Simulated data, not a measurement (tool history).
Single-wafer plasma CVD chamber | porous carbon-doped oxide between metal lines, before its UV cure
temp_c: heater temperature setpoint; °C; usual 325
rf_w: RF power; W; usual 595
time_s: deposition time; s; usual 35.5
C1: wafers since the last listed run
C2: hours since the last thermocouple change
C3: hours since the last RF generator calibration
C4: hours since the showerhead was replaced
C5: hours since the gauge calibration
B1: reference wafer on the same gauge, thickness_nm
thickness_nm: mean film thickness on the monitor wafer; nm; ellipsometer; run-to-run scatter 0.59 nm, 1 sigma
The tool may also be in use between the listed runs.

run 1 day=0.000 | temp_c=325 rf_w=595 time_s=35.5 | C1=0 C2=648.2 C3=1431.1 C4=1803.3 C5=1167.1 | B1=159.056 | thickness_nm=163.123
run 2 day=1.900 | temp_c=325 rf_w=595 time_s=35.5 | C1=1435 C2=693.8 C3=1476.7 C4=1848.9 C5=1212.7 | B1=158.844 | thickness_nm=163.278
run 3 day=3.300 | temp_c=325 rf_w=505 time_s=37.4 | C1=1057 C2=727.4 C3=1510.3 C4=1882.5 C5=1246.3 | B1=158.896 | thickness_nm=148.453
run 4 day=5.708 | temp_c=325 rf_w=505 time_s=37.4 | C1=1819 C2=785.2 C3=1568.1 C4=1940.3 C5=1304.1 | B1=159.139 | thickness_nm=148.311
-- day=6.625 thermocouple changed; heater temperature recalibrated
run 5 day=7.392 | temp_c=321 rf_w=595 time_s=32.7 | C1=1020 C2=18.4 C3=1608.5 C4=1980.7 C5=1344.5 | B1=158.946 | thickness_nm=155.039
run 6 day=8.962 | temp_c=321 rf_w=595 time_s=32.7 | C1=1186 C2=56.1 C3=1646.2 C4=2018.4 C5=1382.2 | B1=158.985 | thickness_nm=154.499
run 7 day=11.583 | temp_c=321 rf_w=595 time_s=32.7 | C1=1980 C2=119.0 C3=1709.1 C4=2081.3 C5=1445.1 | B1=158.910 | thickness_nm=154.163
run 8 day=13.746 | temp_c=325 rf_w=595 time_s=39.6 | C1=1633 C2=170.9 C3=1761.0 C4=2133.2 C5=1497.0 | B1=158.940 | thickness_nm=180.944
run 9 day=16.700 | temp_c=325 rf_w=595 time_s=39.6 | C1=2232 C2=241.8 C3=1831.9 C4=2204.1 C5=1567.9 | B1=158.869 | thickness_nm=180.574
run 10 day=20.958 | temp_c=325 rf_w=595 time_s=39.6 | C1=3217 C2=344.0 C3=1934.1 C4=2306.3 C5=1670.1 | B1=159.164 | thickness_nm=181.246
run 11 day=23.446 | temp_c=325 rf_w=595 time_s=30.6 | C1=1879 C2=403.7 C3=1993.8 C4=2366.0 C5=1729.8 | B1=159.156 | thickness_nm=140.502
-- day=25.383 gauge calibrated
run 12 day=28.767 | temp_c=325 rf_w=570 time_s=35.5 | C1=4020 C2=531.4 C3=2121.5 C4=2493.7 C5=81.2 | B1=158.772 | thickness_nm=155.325
run 13 day=30.392 | temp_c=328 rf_w=630 time_s=35.5 | C1=1227 C2=570.4 C3=2160.5 C4=2532.7 C5=120.2 | B1=159.077 | thickness_nm=165.367
-- day=32.854 RF generator calibrated
run 14 day=32.933 | temp_c=328 rf_w=630 time_s=35.5 | C1=1668 C2=631.4 C3=1.9 C4=2593.7 C5=181.2 | B1=159.113 | thickness_nm=172.633
-- day=34.133 showerhead replaced
run 15 day=34.479 | temp_c=317 rf_w=595 time_s=38.1 | C1=916 C2=668.5 C3=39.0 C4=8.3 C5=218.3 | B1=159.094 | thickness_nm=185.162
run 16 day=36.104 | temp_c=325 rf_w=595 time_s=40.9 | C1=1227 C2=707.5 C3=78.0 C4=47.3 C5=257.3 | B1=159.131 | thickness_nm=191.285
run 17 day=38.783 | temp_c=330 rf_w=495 time_s=41.9 | C1=2024 C2=771.8 C3=142.3 C4=111.6 C5=321.6 | B1=158.895 | thickness_nm=163.934
run 18 day=41.579 | temp_c=325 rf_w=595 time_s=39.6 | C1=2112 C2=838.9 C3=209.4 C4=178.7 C5=388.7 | B1=159.163 | thickness_nm=184.498
run 19 day=43.442 | temp_c=320 rf_w=595 time_s=41.4 | C1=1407 C2=883.6 C3=254.1 C4=223.4 C5=433.4 | B1=158.970 | thickness_nm=195.805
-- day=45.417 thermocouple changed; heater temperature recalibrated
run 20 day=49.867 | temp_c=325 rf_w=595 time_s=35.5 | C1=4602 C2=106.8 C3=408.3 C4=377.6 C5=587.6 | B1=158.865 | thickness_nm=167.402
run 21 day=51.096 | temp_c=311 rf_w=645 time_s=41.6 | C1=928 C2=136.3 C3=437.8 C4=407.1 C5=617.1 | B1=159.214 | thickness_nm=222.867
run 22 day=52.175 | temp_c=321 rf_w=500 time_s=35.5 | C1=815 C2=162.2 C3=463.7 C4=433.0 C5=643.0 | B1=159.048 | thickness_nm=146.594
run 23 day=55.038 | temp_c=311 rf_w=595 time_s=35.5 | C1=2162 C2=230.9 C3=532.4 C4=501.7 C5=711.7 | B1=158.744 | thickness_nm=178.433
run 24 day=57.717 | temp_c=325 rf_w=630 time_s=35.5 | C1=2024 C2=295.2 C3=596.7 C4=566.0 C5=776.0 | B1=159.018 | thickness_nm=174.363
run 25 day=58.729 | temp_c=325 rf_w=595 time_s=35.5 | C1=765 C2=319.5 C3=621.0 C4=590.3 C5=800.3 | B1=158.737 | thickness_nm=164.994
run 26 day=61.404 | temp_c=332 rf_w=660 time_s=30.2 | C1=2021 C2=383.7 C3=685.2 C4=654.5 C5=864.5 | B1=159.152 | thickness_nm=148.988
run 27 day=63.488 | temp_c=321 rf_w=540 time_s=38.9 | C1=1574 C2=433.7 C3=735.2 C4=704.5 C5=914.5 | B1=159.109 | thickness_nm=170.654
run 28 day=66.183 | temp_c=325 rf_w=500 time_s=35.5 | C1=2036 C2=498.4 C3=799.9 C4=769.2 C5=979.2 | B1=158.931 | thickness_nm=143.233
run 29 day=67.383 | temp_c=325 rf_w=650 time_s=31.1 | C1=906 C2=527.2 C3=828.7 C4=798.0 C5=1008.0 | B1=158.978 | thickness_nm=156.158

What would each run have given without the hidden state, its run-to-run variation left as it was?
The tool's hidden condition here consists of: wafer temperature above the value expected at the setpoint (K); delivered RF power above the setpoint (%); gauge reads high (%).
run=1 thickness_nm=169.622
run=2 thickness_nm=170.087
run=3 thickness_nm=155.009
run=4 thickness_nm=155.219
run=5 thickness_nm=159.507
run=6 thickness_nm=159.189
run=7 thickness_nm=159.241
run=8 thickness_nm=187.285
run=9 thickness_nm=187.426
run=10 thickness_nm=188.884
run=11 thickness_nm=146.768
run=12 thickness_nm=163.146
run=13 thickness_nm=173.865
run=14 thickness_nm=175.439
run=15 thickness_nm=188.599
run=16 thickness_nm=195.004
run=17 thickness_nm=167.416
run=18 thickness_nm=189.042
run=19 thickness_nm=201.030
run=20 thickness_nm=169.420
run=21 thickness_nm=225.824
run=22 thickness_nm=148.750
run=23 thickness_nm=181.510
run=24 thickness_nm=177.764
run=25 thickness_nm=168.371
run=26 thickness_nm=152.299
run=27 thickness_nm=175.002
run=28 thickness_nm=147.282
run=29 thickness_nm=160.621

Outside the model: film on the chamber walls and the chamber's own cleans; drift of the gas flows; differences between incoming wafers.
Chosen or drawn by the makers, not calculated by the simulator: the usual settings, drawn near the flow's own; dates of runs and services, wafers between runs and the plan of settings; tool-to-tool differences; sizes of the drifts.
